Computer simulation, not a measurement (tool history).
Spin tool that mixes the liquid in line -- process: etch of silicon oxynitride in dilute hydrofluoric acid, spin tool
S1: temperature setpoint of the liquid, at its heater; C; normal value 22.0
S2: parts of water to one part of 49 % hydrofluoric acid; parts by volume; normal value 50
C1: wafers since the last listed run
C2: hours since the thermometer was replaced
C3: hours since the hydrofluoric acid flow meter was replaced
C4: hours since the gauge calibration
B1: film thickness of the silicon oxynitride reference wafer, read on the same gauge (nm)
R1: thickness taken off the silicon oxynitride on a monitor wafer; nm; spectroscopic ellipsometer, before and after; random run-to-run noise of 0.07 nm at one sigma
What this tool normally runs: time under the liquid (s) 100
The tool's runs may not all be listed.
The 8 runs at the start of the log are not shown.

run 9 day=34.092 | S1=22.0 S2=50 time_under_the_liquid_(s)=100 | C1=702 C2=120.2 C3=420.8 C4=2658.0 | B1=30.02 | R1=6.94
run 10 day=36.646 | S1=22.0 S2=50 time_under_the_liquid_(s)=100 | C1=414 C2=181.5 C3=482.1 C4=2719.3 | B1=30.01 | R1=6.88
run 11 day=39.154 | S1=22.0 S2=50 time_under_the_liquid_(s)=100 | C1=407 C2=241.7 C3=542.3 C4=2779.5 | B1=29.99 | R1=6.73
-- day=40.538 gauge calibrated
run 12 day=42.679 | S1=25.0 S2=25 time_under_the_liquid_(s)=120 | C1=572 C2=326.3 C3=626.9 C4=51.4 | B1=29.96 | R1=18.93
run 13 day=45.762 | S1=25.0 S2=65 time_under_the_liquid_(s)=140 | C1=500 C2=400.3 C3=700.9 C4=125.4 | B1=30.00 | R1=8.00
run 14 day=49.146 | S1=25.0 S2=65 time_under_the_liquid_(s)=140 | C1=549 C2=481.5 C3=782.1 C4=206.6 | B1=29.99 | R1=8.05
run 15 day=51.033 | S1=17.0 S2=50 time_under_the_liquid_(s)=100 | C1=306 C2=526.8 C3=827.4 C4=251.9 | B1=30.02 | R1=4.98
run 16 day=52.608 | S1=22.0 S2=50 time_under_the_liquid_(s)=100 | C1=255 C2=564.6 C3=865.2 C4=289.7 | B1=29.99 | R1=6.45
-- day=55.467 hydrofluoric acid flow meter replaced
run 17 day=55.492 | S1=17.5 S2=50 time_under_the_liquid_(s)=155 | C1=461 C2=633.8 C3=0.6 C4=358.9 | B1=30.00 | R1=8.58
run 18 day=57.425 | S1=22.0 S2=50 time_under_the_liquid_(s)=100 | C1=313 C2=680.2 C3=47.0 C4=405.3 | B1=29.98 | R1=7.00
run 19 day=59.742 | S1=22.0 S2=50 time_under_the_liquid_(s)=100 | C1=376 C2=735.8 C3=102.6 C4=460.9 | B1=29.99 | R1=6.97
run 20 day=62.312 | S1=22.0 S2=60 time_under_the_liquid_(s)=150 | C1=417 C2=797.5 C3=164.3 C4=522.6 | B1=30.02 | R1=8.59
run 21 day=64.404 | S1=22.0 S2=50 time_under_the_liquid_(s)=100 | C1=339 C2=847.7 C3=214.5 C4=572.8 | B1=30.00 | R1=6.69
run 22 day=67.125 | S1=25.0 S2=35 time_under_the_liquid_(s)=65 | C1=441 C2=913.0 C3=279.8 C4=638.1 | B1=29.98 | R1=7.30
run 23 day=69.558 | S1=22.0 S2=50 time_under_the_liquid_(s)=100 | C1=394 C2=971.4 C3=338.2 C4=696.5 | B1=30.07 | R1=6.58
run 24 day=73.654 | S1=22.0 S2=35 time_under_the_liquid_(s)=65 | C1=664 C2=1069.7 C3=436.5 C4=794.8 | B1=30.02 | R1=6.10
run 25 day=76.654 | S1=26.0 S2=50 time_under_the_liquid_(s)=100 | C1=486 C2=1141.7 C3=508.5 C4=866.8 | B1=29.98 | R1=7.78
run 26 day=79.775 | S1=20.0 S2=35 time_under_the_liquid_(s)=135 | C1=506 C2=1216.6 C3=583.4 C4=941.7 | B1=29.96 | R1=11.01
run 27 day=81.908 | S1=22.0 S2=50 time_under_the_liquid_(s)=100 | C1=346 C2=1267.8 C3=634.6 C4=992.9 | B1=30.02 | R1=6.19
-- day=82.275 thermometer replaced
run 28 day=83.962 | S1=22.0 S2=70 time_under_the_liquid_(s)=130 | C1=326 C2=40.5 C3=683.9 C4=1042.2 | B1=29.96 | R1=6.18
run 29 day=85.850 | S1=17.5 S2=25 time_under_the_liquid_(s)=70 | C1=306 C2=85.8 C3=729.2 C4=1087.5 | B1=29.97 | R1=7.45
run 30 day=88.058 | S1=20.0 S2=25 time_under_the_liquid_(s)=160 | C1=358 C2=138.8 C3=782.2 C4=1140.5 | B1=30.02 | R1=19.74
run 31 day=91.862 | S1=19.5 S2=50 time_under_the_liquid_(s)=100 | C1=617 C2=230.1 C3=873.5 C4=1231.8 | B1=30.01 | R1=5.74
-- day=94.346 hydrofluoric acid flow meter replaced
run 32 day=94.367 | S1=22.0 S2=50 time_under_the_liquid_(s)=100 | C1=399 C2=290.2 C3=0.5 C4=1291.9 | B1=30.01 | R1=7.28
run 33 day=97.433 | S1=22.0 S2=50 time_under_the_liquid_(s)=120 | C1=497 C2=363.8 C3=74.1 C4=1365.5 | B1=30.04 | R1=8.65

Consider 4 possible next runs. They are alternatives, not a sequence: every one starts from the tool as it was left by run 33. What does each give?
run A day=97.450 | S1=22.0 S2=50 time_under_the_liquid_(s)=75 | C1=2 C2=364.2 C3=74.5 C4=1365.9 | B1=? | R1=?
run B day=97.450 | S1=18.5 S2=50 time_under_the_liquid_(s)=100 | C1=2 C2=364.2 C3=74.5 C4=1365.9 | B1=? | R1=?
run C day=97.450 | S1=23.5 S2=25 time_under_the_liquid_(s)=130 | C1=2 C2=364.2 C3=74.5 C4=1365.9 | B1=? | R1=?
run D day=97.450 | S1=22.0 S2=65 time_under_the_liquid_(s)=155 | C1=2 C2=364.2 C3=74.5 C4=1365.9 | B1=? | R1=?

run=A B1=29.97 R1=5.31
run=B B1=29.97 R1=5.94
run=C B1=29.97 R1=20.18
run=D B1=29.97 R1=8.35
With no hidden state in the tool, these same runs would have given:
run=A R1=5.59
run=B R1=6.25
run=C R1=21.21
run=D R1=8.78
